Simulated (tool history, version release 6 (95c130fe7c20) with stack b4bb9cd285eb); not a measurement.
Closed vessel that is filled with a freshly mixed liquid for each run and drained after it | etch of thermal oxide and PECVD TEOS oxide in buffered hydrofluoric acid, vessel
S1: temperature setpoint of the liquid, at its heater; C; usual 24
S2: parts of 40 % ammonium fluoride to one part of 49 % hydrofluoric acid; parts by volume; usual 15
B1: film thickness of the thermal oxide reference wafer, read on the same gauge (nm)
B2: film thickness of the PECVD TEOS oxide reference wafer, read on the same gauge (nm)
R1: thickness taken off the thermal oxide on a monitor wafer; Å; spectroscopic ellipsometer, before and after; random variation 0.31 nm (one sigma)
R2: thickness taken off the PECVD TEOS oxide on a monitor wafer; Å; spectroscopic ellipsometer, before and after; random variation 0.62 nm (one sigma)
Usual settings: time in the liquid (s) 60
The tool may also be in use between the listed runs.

Run 1, day 0: usual settings; B1 30; B2 139.96. Result: R1 446.7 Å, R2 1040.3 Å.
At day 0.25: hydrofluoric acid flow meter replaced.
Run 2, day 6.296: usual settings; B1 30; B2 140.01. Result: R1 444.1 Å, R2 1023.5 Å.
At day 12.054: thermometer replaced.
Run 3, day 12.138: usual settings; B1 30; B2 140.02. Result: R1 441.2 Å, R2 1035.6 Å.
Run 4, day 14.638: usual settings; B1 29.98; B2 139.99. Result: R1 443.2 Å, R2 1040 Å.
Run 5, day 17.279: usual settings but time in the liquid (s) 35; B1 29.99; B2 139.98. Result: R1 258.3 Å, R2 603.2 Å.
Run 6, day 20.067: usual settings but S1 21 C, S2 17 parts by volume; B1 29.99; B2 139.99. Result: R1 329.4 Å, R2 765.2 Å.
Run 7, day 22.871: usual settings but S1 21 C, S2 17 parts by volume; B1 29.98; B2 140.02. Result: R1 335.4 Å, R2 771 Å.
At day 23.675: gauge calibrated.
Run 8, day 24.975: usual settings but time in the liquid (s) 50; B1 30; B2 140.02. Result: R1 366.3 Å, R2 860.3 Å.
Run 9, day 26.412: usual settings; B1 29.99; B2 139.99. Result: R1 440.2 Å, R2 1034.1 Å.
Run 10, day 28.838: usual settings but S1 26.5 C, S2 10.5 parts by volume; B1 30; B2 139.99. Result: R1 712.1 Å, R2 1672.3 Å.
Run 11, day 31.2: usual settings but S1 20 C, S2 11 parts by volume, time in the liquid (s) 80; B1 30.01; B2 140. Result: R1 642.7 Å, R2 1484.3 Å.
Run 12, day 33.758: usual settings; B1 30; B2 139.99. Result: R1 442.1 Å, R2 1039.3 Å.
At day 36.562: hydrofluoric acid flow meter replaced.
Run 13, day 36.696: usual settings but S1 28.5 C, S2 18.5 parts by volume, time in the liquid (s) 30; B1 29.97; B2 139.98. Result: R1 228.9 Å, R2 538.1 Å.
Run 14, day 39.204: usual settings but S1 19.5 C, S2 12.5 parts by volume; B1 30.01; B2 139.96. Result: R1 409.3 Å, R2 961.1 Å.
Run 15, day 41.6: usual settings; B1 30.01; B2 140.01. Result: R1 445.3 Å, R2 1036.7 Å.

The next listed run, before its measurement:
Run 16, day 44.012: usual settings but S2 20 parts by volume, time in the liquid (s) 70; B1 ?; B2 ?. Result: R1 ?, R2 ?.

Run 16 gave B1 30, B2 140, R1 389 Å, R2 908.1 Å.
Without the tool's hidden state the same run would have given R1 389 Å, R2 908.1 Å.

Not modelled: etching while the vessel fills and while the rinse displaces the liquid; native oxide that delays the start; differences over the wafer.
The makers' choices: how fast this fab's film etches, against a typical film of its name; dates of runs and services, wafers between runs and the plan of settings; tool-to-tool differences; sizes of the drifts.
